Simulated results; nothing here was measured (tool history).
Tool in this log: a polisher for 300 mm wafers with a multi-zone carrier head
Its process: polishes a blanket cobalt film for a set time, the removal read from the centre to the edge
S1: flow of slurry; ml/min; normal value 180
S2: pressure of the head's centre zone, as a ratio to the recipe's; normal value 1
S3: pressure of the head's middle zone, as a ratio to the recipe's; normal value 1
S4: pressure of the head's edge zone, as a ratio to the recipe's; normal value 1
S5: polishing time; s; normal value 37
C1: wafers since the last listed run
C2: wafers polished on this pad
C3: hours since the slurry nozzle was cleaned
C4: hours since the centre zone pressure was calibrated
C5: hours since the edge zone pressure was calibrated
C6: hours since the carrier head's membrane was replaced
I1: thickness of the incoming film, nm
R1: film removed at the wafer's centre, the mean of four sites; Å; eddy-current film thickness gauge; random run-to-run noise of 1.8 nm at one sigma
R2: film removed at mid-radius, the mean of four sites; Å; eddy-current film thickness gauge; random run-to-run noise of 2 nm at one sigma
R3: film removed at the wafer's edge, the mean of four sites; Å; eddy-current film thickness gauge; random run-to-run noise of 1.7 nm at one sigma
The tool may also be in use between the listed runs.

run	hour	S1	S2	S3	S4	S5	C1	C2	C3	C4	C5	C6	I1	R1	R2	R3
1	0	180	1	1	1	37	0	51	657	1071.3	759.9	427	880	1504	1474	1533
2	8.9	180	1	1	1	37	108	160	665.9	1080.2	768.8	435.9	890.5	1538	1470	1556
# hour 15.6: slurry nozzle cleaned
3	21.9	180	1	1	1	37	146	306	6.3	1093.2	781.8	448.9	861.5	1521	1470	1545
4	29.2	180	1	1	1	37	88	395	13.6	1100.5	789.1	456.2	894.7	1533	1438	1551
5	40.2	180	1	1	1	37	134	529	24.6	1111.5	800.1	467.2	885.8	1504	1458	1543
6	49.2	225	0.96	1.06	0.88	37	109	639	33.6	1120.5	809.1	476.2	893.2	1518	1622	1460
# hour 54.7: edge zone pressure recalibrated
7	55.9	180	1	1	1	49	57	696	40.3	1127.2	1.2	482.9	879.4	1995	1992	2040
8	68.4	180	1	1	1	32	152	849	52.8	1139.7	13.7	495.4	885.8	1324	1287	1322
9	79.3	180	1	1	1.1	37	132	981	63.7	1150.6	24.6	506.3	878.7	1520	1479	1574
10	88	180	1	1	1.1	37	106	1088	72.4	1159.3	33.3	515	870.8	1547	1488	1602
# hour 104.9: worn pad replaced by a new one
11	105.4	180	1	1	1.09	30	163	6	89.8	1176.7	50.7	532.4	870.4	1236	1204	1303
# hour 112: carrier head's membrane replaced by a new one
12	112.6	180	0.96	1.09	1	28	26	33	97	1183.9	57.9	0.6	876.2	1085	1194	1165
13	123.9	215	1.09	1.05	1	28	137	170	108.3	1195.2	69.2	11.9	875.1	1284	1211	1171
# hour 129.3: centre zone pressure recalibrated
14	138.5	180	1	0.94	1	37	153	324	122.9	9.2	83.8	26.5	864.8	1504	1410	1516
15	150.4	225	1	1	1	37	145	469	134.8	21.1	95.7	38.4	882.4	1570	1530	1613
16	159.1	180	1	1	1	37	106	575	143.5	29.8	104.4	47.1	886.2	1487	1516	1547
17	174.2	180	1	0.89	1	37	184	759	158.6	44.9	119.5	62.2	878.5	1522	1336	1533
18	191.1	180	1	1	1	37	205	965	175.5	61.8	136.4	79.1	874.7	1489	1458	1536
# hour 202.9: worn pad replaced by a new one
19	204.2	150	1	1.11	1	37	110	16	188.6	74.9	149.5	92.2	874.7	1482	1550	1491
20	217.5	180	0.97	1.11	1.09	37	162	178	201.9	88.2	162.8	105.5	878.8	1480	1618	1620
21	234.8	125	1.07	1.05	1	49	210	389	219.2	105.5	180.1	122.8	870.5	1975	1875	1894

5 ways to go on from here, each from the tool as it stands after run 21. What would each give?
A	235.2	180	1	1	1	37	4	393	219.6	105.9	180.5	123.2	874.1	?	?	?
B	235.2	180	1	1	1	25	4	393	219.6	105.9	180.5	123.2	874.1	?	?	?
C	235.2	180	1	0.9	1	37	4	393	219.6	105.9	180.5	123.2	874.1	?	?	?
D	235.2	180	1.05	1	0.97	37	4	393	219.6	105.9	180.5	123.2	874.1	?	?	?
E	235.2	115	0.89	0.89	0.88	37	4	393	219.6	105.9	180.5	123.2	874.1	?	?	?

run	R1	R2	R3
A	1531	1485	1538
B	1035	1004	1039
C	1530	1360	1540
D	1609	1485	1515
E	1210	1215	1348
Take away the tool's hidden state, keep each run's random variation, and the runs would have read:
run	R1	R2	R3
A	1531	1485	1538
B	1035	1004	1039
C	1530	1360	1540
D	1609	1485	1515
E	1210	1215	1348
